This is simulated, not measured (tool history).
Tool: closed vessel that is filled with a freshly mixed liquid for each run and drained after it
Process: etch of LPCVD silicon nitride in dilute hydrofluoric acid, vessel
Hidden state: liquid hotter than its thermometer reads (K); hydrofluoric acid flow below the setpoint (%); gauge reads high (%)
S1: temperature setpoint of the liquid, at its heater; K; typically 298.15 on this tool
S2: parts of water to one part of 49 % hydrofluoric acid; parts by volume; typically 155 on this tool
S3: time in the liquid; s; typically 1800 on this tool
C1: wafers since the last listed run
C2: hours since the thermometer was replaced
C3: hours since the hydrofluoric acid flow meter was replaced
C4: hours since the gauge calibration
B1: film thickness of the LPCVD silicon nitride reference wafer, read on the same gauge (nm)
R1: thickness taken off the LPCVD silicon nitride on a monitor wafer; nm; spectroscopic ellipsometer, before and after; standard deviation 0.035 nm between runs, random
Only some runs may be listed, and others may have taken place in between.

| run | hour | S1 | S2 | S3 | C1 | C2 | C3 | C4 | B1 | R1 |
|---|---|---|---|---|---|---|---|---|---|---|
| 1 | 0 | 298.15 | 155 | 1800 | 0 | 1407.6 | 89.6 | 665.4 | 80.01 | 5.44 |
| 2 | 61.9 | 298.15 | 155 | 1800 | 1997 | 1469.5 | 151.5 | 727.3 | 79.99 | 5.33 |
| 3 | 132.8 | 298.15 | 155 | 1800 | 2288 | 1540.4 | 222.4 | 798.2 | 80 | 5.36 |
| 4 | 189.4 | 298.15 | 155 | 1155 | 1826 | 1597 | 279 | 854.8 | 80 | 3.37 |
| 5 | 357 | 298.15 | 100 | 1800 | 5409 | 1764.6 | 446.6 | 1022.4 | 79.99 | 8.04 |
| 6 | 402.4 | 298.15 | 100 | 1800 | 1465 | 1810 | 492 | 1067.8 | 79.99 | 7.96 |
| 7 | 437.4 | 298.15 | 100 | 1800 | 1129 | 1845 | 527 | 1102.8 | 80 | 7.9 |
| 8 | 480.1 | 298.15 | 155 | 1800 | 1378 | 1887.7 | 569.7 | 1145.5 | 79.99 | 5.07 |
| 9 | 534.6 | 298.15 | 155 | 1800 | 1758 | 1942.2 | 624.2 | 1200 | 79.99 | 5.09 |
|  | 540.5 | hydrofluoric acid flow meter replaced |
| 10 | 572.6 | 298.15 | 155 | 1800 | 1194 | 1980.2 | 32.1 | 1238 | 79.98 | 5.58 |
| 11 | 623.9 | 298.15 | 155 | 1800 | 1655 | 2031.5 | 83.4 | 1289.3 | 80.03 | 5.55 |
| 12 | 687.5 | 298.15 | 155 | 1800 | 2052 | 2095.1 | 147 | 1352.9 | 80.02 | 5.46 |
| 13 | 749.7 | 298.15 | 155 | 1800 | 2007 | 2157.3 | 209.2 | 1415.1 | 79.99 | 5.41 |
|  | 772 | gauge calibrated |
| 14 | 800.5 | 298.15 | 155 | 1155 | 1639 | 2208.1 | 260 | 28.5 | 80 | 3.44 |
|  | 868.5 | thermometer replaced |
| 15 | 869.2 | 301.15 | 155 | 1800 | 2184 | 0.7 | 328.7 | 97.2 | 80 | 6.16 |
| 16 | 1052.1 | 294.15 | 100 | 1040 | 5902 | 183.6 | 511.6 | 280.1 | 79.99 | 3.4 |
| 17 | 1078.1 | 298.15 | 120 | 1800 | 839 | 209.6 | 537.6 | 306.1 | 79.98 | 6.39 |
| 18 | 1109.5 | 298.15 | 120 | 875 | 1013 | 241 | 569 | 337.5 | 79.98 | 3.08 |
|  | 1125.6 | hydrofluoric acid flow meter replaced |
| 19 | 1154.6 | 296.15 | 155 | 1800 | 1423 | 286.1 | 29 | 382.6 | 80.02 | 4.66 |
| 20 | 1211.6 | 298.15 | 125 | 1300 | 1839 | 343.1 | 86 | 439.6 | 79.99 | 4.75 |
| 21 | 1251.2 | 294.65 | 155 | 1300 | 1278 | 382.7 | 125.6 | 479.2 | 80.01 | 3.03 |
| 22 | 1301.9 | 298.15 | 100 | 1800 | 1636 | 433.4 | 176.3 | 529.9 | 79.99 | 8.16 |
| 23 | 1333.9 | 298.15 | 155 | 1800 | 1032 | 465.4 | 208.3 | 561.9 | 80.01 | 5.18 |
| 24 | 1380.9 | 294.15 | 155 | 2350 | 1516 | 512.4 | 255.3 | 608.9 | 80.01 | 5.24 |
| 25 | 1428.6 | 298.15 | 90 | 1800 | 1539 | 560.1 | 303 | 656.6 | 79.99 | 8.8 |
| 26 | 1488.1 | 298.15 | 155 | 1800 | 1920 | 619.6 | 362.5 | 716.1 | 80 | 5.17 |

What differs in the tool's unlogged condition from the final listed run ahead of each entry between runs to the first listed run following it?
Between runs 9 and 10: hydrofluoric acid flow meter replaced (hour 540.5)
  liquid hotter than its thermometer reads (K): 0.64 -> 0.651; hydrofluoric acid flow below the setpoint (%): 8.78 -> 0.826
  measured less the result without the state, R1: -0.26 -> +0.18 nm
Between runs 13 and 14: gauge calibrated (hour 772)
  liquid hotter than its thermometer reads (K): 0.707 -> 0.723; hydrofluoric acid flow below the setpoint (%): 3.21 -> 3.9
  measured less the result without the state, R1: +0.07 -> +0.02 nm
Between runs 14 and 15: thermometer replaced (hour 868.5)
  liquid hotter than its thermometer reads (K): 0.723 -> 0.0145; hydrofluoric acid flow below the setpoint (%): 3.9 -> 4.82
  measured less the result without the state, R1: +0.02 -> -0.31 nm
Between runs 18 and 19: hydrofluoric acid flow meter replaced (hour 1125.6)
  liquid hotter than its thermometer reads (K): 0.0896 -> 0.104; hydrofluoric acid flow below the setpoint (%): 8.06 -> 0.493
  measured less the result without the state, R1: -0.25 -> +0 nm
